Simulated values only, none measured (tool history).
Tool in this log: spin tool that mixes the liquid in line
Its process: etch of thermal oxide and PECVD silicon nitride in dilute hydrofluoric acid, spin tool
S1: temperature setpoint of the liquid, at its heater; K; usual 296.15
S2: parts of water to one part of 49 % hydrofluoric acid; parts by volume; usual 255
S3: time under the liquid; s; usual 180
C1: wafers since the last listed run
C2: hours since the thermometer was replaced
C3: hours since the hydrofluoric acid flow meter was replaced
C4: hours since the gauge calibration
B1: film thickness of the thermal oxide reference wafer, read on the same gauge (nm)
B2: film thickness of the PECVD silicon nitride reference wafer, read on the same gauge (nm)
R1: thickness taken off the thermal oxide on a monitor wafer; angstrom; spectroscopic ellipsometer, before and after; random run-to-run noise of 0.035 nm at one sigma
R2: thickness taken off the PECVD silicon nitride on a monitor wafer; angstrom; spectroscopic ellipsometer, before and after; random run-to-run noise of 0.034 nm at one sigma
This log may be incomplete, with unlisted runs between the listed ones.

Run 1, hour 0: usual settings; C1 0; C2 2548.2; C3 86.9; C4 768.3; B1 69.948; B2 120.005. Result: R1 27.48 angstrom, R2 28.04 angstrom.
Run 2, hour 81.5: usual settings; C1 699; C2 2629.7; C3 168.4; C4 849.8; B1 70.06; B2 119.993. Result: R1 28.03 angstrom, R2 28.22 angstrom.
Run 3, hour 156.7: usual settings but S3 210 s; C1 645; C2 2704.9; C3 243.6; C4 925; B1 70.038; B2 120.003. Result: R1 31.6 angstrom, R2 32.13 angstrom.
Run 4, hour 230.8: usual settings but S3 210 s; C1 635; C2 2779; C3 317.7; C4 999.1; B1 70.003; B2 120.011. Result: R1 32.16 angstrom, R2 31.9 angstrom.
Run 5, hour 267.9: usual settings but S3 215 s; C1 318; C2 2816.1; C3 354.8; C4 1036.2; B1 70.031; B2 119.978. Result: R1 33.78 angstrom, R2 33.43 angstrom.
At hour 278.6: thermometer replaced.
Run 6, hour 329.4: usual settings but S3 215 s; C1 519; C2 50.8; C3 416.3; C4 1097.7; B1 69.943; B2 119.997. Result: R1 33.01 angstrom, R2 32.68 angstrom.
Run 7, hour 367.9: usual settings but S3 215 s; C1 330; C2 89.3; C3 454.8; C4 1136.2; B1 70.043; B2 120.01. Result: R1 33.02 angstrom, R2 33.11 angstrom.
Run 8, hour 474.9: usual settings but S1 294.15 K, S3 260 s; C1 918; C2 196.3; C3 561.8; C4 1243.2; B1 70.019; B2 119.995. Result: R1 36.45 angstrom, R2 35.08 angstrom.
Run 9, hour 570.6: usual settings but S1 297.65 K, S2 165 parts by volume, S3 265 s; C1 821; C2 292; C3 657.5; C4 1338.9; B1 69.95; B2 120.051. Result: R1 72.9 angstrom, R2 69.09 angstrom.
Run 10, hour 645.5: usual settings but S3 260 s; C1 642; C2 366.9; C3 732.4; C4 1413.8; B1 69.982; B2 120.053. Result: R1 39.72 angstrom, R2 39.85 angstrom.
Run 11, hour 714.4: usual settings but S3 125 s; C1 591; C2 435.8; C3 801.3; C4 1482.7; B1 69.969; B2 119.967. Result: R1 18.37 angstrom, R2 19.41 angstrom.
Run 12, hour 766.6: usual settings but S2 170 parts by volume; C1 447; C2 488; C3 853.5; C4 1534.9; B1 70.009; B2 119.964. Result: R1 44.16 angstrom, R2 41.19 angstrom.
At hour 788.5: gauge calibrated.
Run 13, hour 806.3: usual settings but S1 301.15 K, S2 150 parts by volume, S3 280 s; C1 340; C2 527.7; C3 893.2; C4 17.8; B1 69.94; B2 119.985. Result: R1 94.39 angstrom, R2 99.3 angstrom.
Run 14, hour 884.8: usual settings; C1 673; C2 606.2; C3 971.7; C4 96.3; B1 69.931; B2 119.982. Result: R1 27.1 angstrom, R2 27.81 angstrom.
Run 15, hour 952.3: usual settings but S2 130 parts by volume, S3 255 s; C1 579; C2 673.7; C3 1039.2; C4 163.8; B1 69.994; B2 120.044. Result: R1 87.09 angstrom, R2 74.86 angstrom.
Run 16, hour 1027.5: usual settings but S2 365 parts by volume, S3 75 s; C1 645; C2 748.9; C3 1114.4; C4 239; B1 69.931; B2 120.038. Result: R1 7.02 angstrom, R2 8.01 angstrom.
Run 17, hour 1074.3: usual settings; C1 401; C2 795.7; C3 1161.2; C4 285.8; B1 69.947; B2 120.074. Result: R1 27.24 angstrom, R2 27.72 angstrom.
Run 18, hour 1113.1: usual settings but S2 145 parts by volume, S3 120 s; C1 332; C2 834.5; C3 1200; C4 324.6; B1 69.998; B2 119.979. Result: R1 35.21 angstrom, R2 31.58 angstrom.
Run 19, hour 1180.5: usual settings; C1 578; C2 901.9; C3 1267.4; C4 392; B1 69.969; B2 120.005. Result: R1 27.15 angstrom, R2 26.86 angstrom.
Run 20, hour 1284.5: usual settings but S1 292.65 K, S3 125 s; C1 892; C2 1005.9; C3 1371.4; C4 496; B1 69.957; B2 120.072. Result: R1 16.22 angstrom, R2 15.29 angstrom.
Run 21, hour 1350.1: usual settings; C1 562; C2 1071.5; C3 1437; C4 561.6; B1 69.994; B2 119.985. Result: R1 27.04 angstrom, R2 26.31 angstrom.
Run 22, hour 1429.9: usual settings but S1 293.65 K, S2 175 parts by volume; C1 684; C2 1151.3; C3 1516.8; C4 641.4; B1 70; B2 119.995. Result: R1 38.59 angstrom, R2 33.19 angstrom.
Run 23, hour 1525.2: usual settings but S2 150 parts by volume, S3 85 s; C1 817; C2 1246.6; C3 1612.1; C4 736.7; B1 69.993; B2 119.989. Result: R1 24.05 angstrom, R2 21.09 angstrom.
Run 24, hour 1620.6: usual settings but S1 300.65 K, S2 145 parts by volume; C1 818; C2 1342; C3 1707.5; C4 832.1; B1 70.031; B2 119.956. Result: R1 61.76 angstrom, R2 60.98 angstrom.

Subtracting, for every run, the result it would have given without the tool's unlogged condition from the measured result gives the following. The same run-to-run variation enters both numbers; the gauge's scatter may not:
Hidden conditions of the tool in this case: liquid colder than its thermometer reads (K); hydrofluoric acid flow below the setpoint (%); gauge reads high (%).
run     R1     R2
  1  -0.15  -0.12
  2  -0.24  -0.19
  3  -0.38   -0.3
  4  -0.48  -0.38
  5  -0.56  -0.43
  6  -0.63  -0.49
  7  -0.69  -0.54
  8  -0.93   -0.7
  9  -2.05  -1.62
 10  -1.32  -1.02
 11  -0.66  -0.55
 12   -1.6  -1.24
 13  -3.59  -3.18
 14  -1.19  -0.95
 15  -3.73  -2.74
 16  -0.38  -0.31
 17  -1.43  -1.13
 18  -1.76  -1.34
 19  -1.55   -1.2
 20     -1  -0.72
 21  -1.76  -1.33
 22  -2.49  -1.77
 23  -1.64  -1.21
 24  -4.53  -3.77
